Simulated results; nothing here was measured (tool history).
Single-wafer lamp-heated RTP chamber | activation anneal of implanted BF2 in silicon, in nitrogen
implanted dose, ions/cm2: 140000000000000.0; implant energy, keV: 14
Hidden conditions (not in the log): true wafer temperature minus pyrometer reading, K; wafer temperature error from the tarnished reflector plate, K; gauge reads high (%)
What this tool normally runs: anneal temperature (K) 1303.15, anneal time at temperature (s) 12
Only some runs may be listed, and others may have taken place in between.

| run | day | anneal temperature (K) | anneal time at temperature (s) | wafers since the last listed run | wafers since the last pyrometer calibration | wafers since the reflector plate was cleaned | hours since the gauge calibration | read-back reference wafer on the same gauge, sheet resistance | sheet resistance of the implanted and annealed layer (ohm/square) |
|---|---|---|---|---|---|---|---|---|---|
| 1 | 0.000 | 1303.15 | 12 | 0 | 3273 | 3291 | 676.5 | 817.08 | 781.77 |
| 2 | 0.612 | 1303.15 | 12 | 340 | 3614 | 3632 | 691.2 | 817.29 | 782.34 |
| 3 | 0.975 | 1303.15 | 12 | 201 | 3815 | 3834 | 699.9 | 817.32 | 781.60 |
| 4 | 1.721 | 1303.15 | 12 | 414 | 4230 | 4248 | 717.8 | 816.79 | 782.90 |
| 5 | 2.162 | 1303.15 | 12 | 245 | 4476 | 4494 | 728.4 | 817.16 | 783.80 |
| 6 | 2.767 | 1303.15 | 12 | 336 | 4812 | 4830 | 742.9 | 817.38 | 783.89 |
|  | 3.317 | reflector plate cleaned |
| 7 | 3.338 | 1303.15 | 12 | 132 | 4944 | 10 | 756.6 | 817.29 | 783.99 |
| 8 | 3.929 | 1303.15 | 15 | 329 | 5273 | 339 | 770.8 | 817.00 | 780.85 |
| 9 | 4.467 | 1303.15 | 12 | 299 | 5573 | 638 | 783.7 | 816.83 | 783.23 |
| 10 | 4.888 | 1303.15 | 12 | 234 | 5807 | 872 | 793.8 | 816.93 | 783.30 |
| 11 | 5.392 | 1303.15 | 12 | 280 | 6087 | 1153 | 805.9 | 817.08 | 783.32 |
| 12 | 5.762 | 1303.15 | 12 | 206 | 6294 | 1359 | 814.8 | 817.14 | 783.69 |
| 13 | 6.025 | 1280.15 | 12 | 146 | 6440 | 1505 | 821.1 | 816.75 | 788.19 |
|  | 6.092 | gauge calibrated |
| 14 | 7.804 | 1303.15 | 12 | 989 | 7429 | 2495 | 41.1 | 816.84 | 783.48 |
| 15 | 8.142 | 1328.15 | 7 | 187 | 7617 | 2683 | 49.2 | 816.84 | 784.24 |
| 16 | 8.688 | 1303.15 | 8 | 303 | 7921 | 2987 | 62.3 | 816.73 | 787.05 |
|  | 9.283 | pyrometer window cleaned and pyrometer calibrated |
| 17 | 9.304 | 1323.15 | 19 | 157 | 11 | 3144 | 77.1 | 817.08 | 768.27 |
| 18 | 9.475 | 1325.15 | 12 | 95 | 106 | 3239 | 81.2 | 817.13 | 776.47 |
| 19 | 9.888 | 1318.15 | 17 | 229 | 335 | 3469 | 91.1 | 817.15 | 772.76 |
| 20 | 10.192 | 1323.15 | 12 | 169 | 504 | 3638 | 98.4 | 817.16 | 776.44 |
| 21 | 12.417 | 1318.15 | 17 | 1237 | 1742 | 4876 | 151.8 | 816.92 | 772.98 |
| 22 | 12.767 | 1315.15 | 12 | 194 | 1937 | 5071 | 160.2 | 816.78 | 779.90 |
| 23 | 13.325 | 1303.15 | 18 | 310 | 2248 | 5381 | 173.6 | 817.03 | 777.04 |
| 24 | 13.800 | 1291.15 | 9 | 264 | 2512 | 5646 | 185.0 | 816.90 | 789.99 |
|  | 14.512 | reflector plate cleaned |
| 25 | 14.533 | 1303.15 | 5 | 222 | 2734 | 12 | 202.6 | 817.44 | 791.73 |
| 26 | 14.988 | 1288.15 | 14 | 252 | 2987 | 264 | 213.5 | 817.26 | 784.54 |
| 27 | 15.596 | 1303.15 | 12 | 338 | 3326 | 603 | 228.1 | 816.72 | 785.39 |
| 28 | 15.992 | 1303.15 | 12 | 220 | 3546 | 823 | 237.6 | 816.83 | 781.81 |
| 29 | 16.388 | 1303.15 | 19 | 220 | 3766 | 1043 | 247.1 | 817.24 | 774.14 |
| 30 | 16.929 | 1322.15 | 12 | 301 | 4067 | 1345 | 260.1 | 817.12 | 777.55 |
| 31 | 17.571 | 1303.15 | 12 | 357 | 4424 | 1702 | 275.5 | 817.06 | 781.81 |
| 32 | 17.829 | 1331.15 | 16 | 143 | 4568 | 1845 | 281.7 | 817.17 | 768.32 |
| 33 | 18.367 | 1303.15 | 12 | 299 | 4867 | 2145 | 294.6 | 817.43 | 782.90 |
| 34 | 18.825 | 1294.15 | 8 | 255 | 5122 | 2400 | 305.6 | 816.48 | 790.83 |
| 35 | 19.508 | 1287.15 | 12 | 380 | 5502 | 2780 | 322.0 | 816.68 | 788.46 |
| 36 | 20.154 | 1303.15 | 12 | 359 | 5862 | 3139 | 337.5 | 817.23 | 780.95 |
| 37 | 20.979 | 1303.15 | 12 | 459 | 6321 | 3598 | 357.3 | 817.05 | 783.04 |
| 38 | 21.512 | 1284.15 | 15 | 296 | 6617 | 3895 | 370.1 | 817.11 | 783.87 |

Each row is a separate what-if for the run after 38, all from the same tool condition, not one after another. Results?
| A | 21.529 | 1303.15 | 12 | 9 | 6627 | 3904 | 370.5 | ? | ? |
| B | 21.529 | 1320.15 | 17 | 9 | 6627 | 3904 | 370.5 | ? | ? |
| C | 21.529 | 1295.15 | 15 | 9 | 6627 | 3904 | 370.5 | ? | ? |

| run | read-back reference wafer on the same gauge, sheet resistance | sheet resistance of the implanted and annealed layer (ohm/square) |
|---|---|---|
| A | 816.54 | 783.09 |
| B | 816.54 | 771.05 |
| C | 816.54 | 781.65 |
Without the tool's hidden state the same runs would have given:
| run | sheet resistance of the implanted and annealed layer (ohm/square) |
|---|---|
| A | 783.09 |
| B | 771.05 |
| C | 781.65 |
